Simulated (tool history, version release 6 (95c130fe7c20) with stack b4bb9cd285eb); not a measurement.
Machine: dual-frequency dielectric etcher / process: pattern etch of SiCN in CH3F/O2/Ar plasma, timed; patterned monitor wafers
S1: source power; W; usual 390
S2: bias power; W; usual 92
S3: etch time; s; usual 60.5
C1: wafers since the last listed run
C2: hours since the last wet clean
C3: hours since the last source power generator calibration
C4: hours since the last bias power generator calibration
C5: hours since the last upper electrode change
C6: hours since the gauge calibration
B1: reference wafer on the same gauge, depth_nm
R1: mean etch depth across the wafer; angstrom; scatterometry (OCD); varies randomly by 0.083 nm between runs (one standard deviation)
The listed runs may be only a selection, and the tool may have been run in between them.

run 1 hour=0 | S1=390 S2=77 S3=66 | C1=0 C2=426.3 C3=1639.6 C4=3998.2 C5=2274.6 C6=53.5 | B1=27.6 | R1=242.3
run 2 hour=15 | S1=390 S2=92 S3=60.5 | C1=216 C2=441.3 C3=1654.6 C4=4013.2 C5=2289.6 C6=68.5 | B1=27.6 | R1=244
run 3 hour=31.4 | S1=390 S2=92 S3=60.5 | C1=236 C2=457.7 C3=1671 C4=4029.6 C5=2306 C6=84.9 | B1=27.61 | R1=245.2
-- hour=39.9 gauge calibrated
run 4 hour=42.8 | S1=390 S2=92 S3=60.5 | C1=164 C2=469.1 C3=1682.4 C4=4041 C5=2317.4 C6=2.9 | B1=27.59 | R1=243.2
run 5 hour=56.9 | S1=390 S2=92 S3=49.5 | C1=203 C2=483.2 C3=1696.5 C4=4055.1 C5=2331.5 C6=17 | B1=27.63 | R1=200.1
run 6 hour=68.4 | S1=390 S2=92 S3=74.5 | C1=166 C2=494.7 C3=1708 C4=4066.6 C5=2343 C6=28.5 | B1=27.55 | R1=301.1
run 7 hour=75 | S1=390 S2=92 S3=74.5 | C1=95 C2=501.3 C3=1714.6 C4=4073.2 C5=2349.6 C6=35.1 | B1=27.59 | R1=301.2
-- hour=106.5 upper electrode replaced
-- hour=107.1 bias power generator calibrated
-- hour=109.9 wet clean of the chamber
-- hour=111.7 source power generator calibrated
run 8 hour=112.2 | S1=440 S2=80 S3=45.5 | C1=115 C2=2.3 C3=0.5 C4=5.1 C5=5.7 C6=72.3 | B1=27.59 | R1=173.2
run 9 hour=112.5 | S1=310 S2=84 S3=72 | C1=4 C2=2.6 C3=0.8 C4=5.4 C5=6 C6=72.6 | B1=27.62 | R1=226.9
run 10 hour=112.9 | S1=390 S2=92 S3=70.5 | C1=5 C2=3 C3=1.2 C4=5.8 C5=6.4 C6=73 | B1=27.62 | R1=270.7
run 11 hour=122.2 | S1=480 S2=92 S3=60.5 | C1=134 C2=12.3 C3=10.5 C4=15.1 C5=15.7 C6=82.3 | B1=27.63 | R1=260.1
-- hour=138.3 gauge calibrated
run 12 hour=138.6 | S1=390 S2=92 S3=49.5 | C1=236 C2=28.7 C3=26.9 C4=31.5 C5=32.1 C6=0.3 | B1=27.58 | R1=190.1
run 13 hour=170.6 | S1=390 S2=92 S3=46 | C1=462 C2=60.7 C3=58.9 C4=63.5 C5=64.1 C6=32.3 | B1=27.57 | R1=177.2
run 14 hour=176.7 | S1=450 S2=86 S3=52 | C1=88 C2=66.8 C3=65 C4=69.6 C5=70.2 C6=38.4 | B1=27.61 | R1=210.9
run 15 hour=190.1 | S1=460 S2=86 S3=75 | C1=193 C2=80.2 C3=78.4 C4=83 C5=83.6 C6=51.8 | B1=27.62 | R1=307.3

Exercise: give the hidden state of the tool at every run:
source power that arrives over what is set, %: 0 on each run
bias power that arrives over what is set, %: 0 on each run
gauge reads high (%): 0 on each run
H1: etch rate over this chamber's usual, %
run=1 H1=3.53
run=2 H1=3.67
run=3 H1=3.83
run=4 H1=3.94
run=5 H1=4.07
run=6 H1=4.18
run=7 H1=4.24
run=8 H1=-1.32
run=9 H1=-1.31
run=10 H1=-1.31
run=11 H1=-1.22
run=12 H1=-1.06
run=13 H1=-0.757
run=14 H1=-0.699
run=15 H1=-0.571
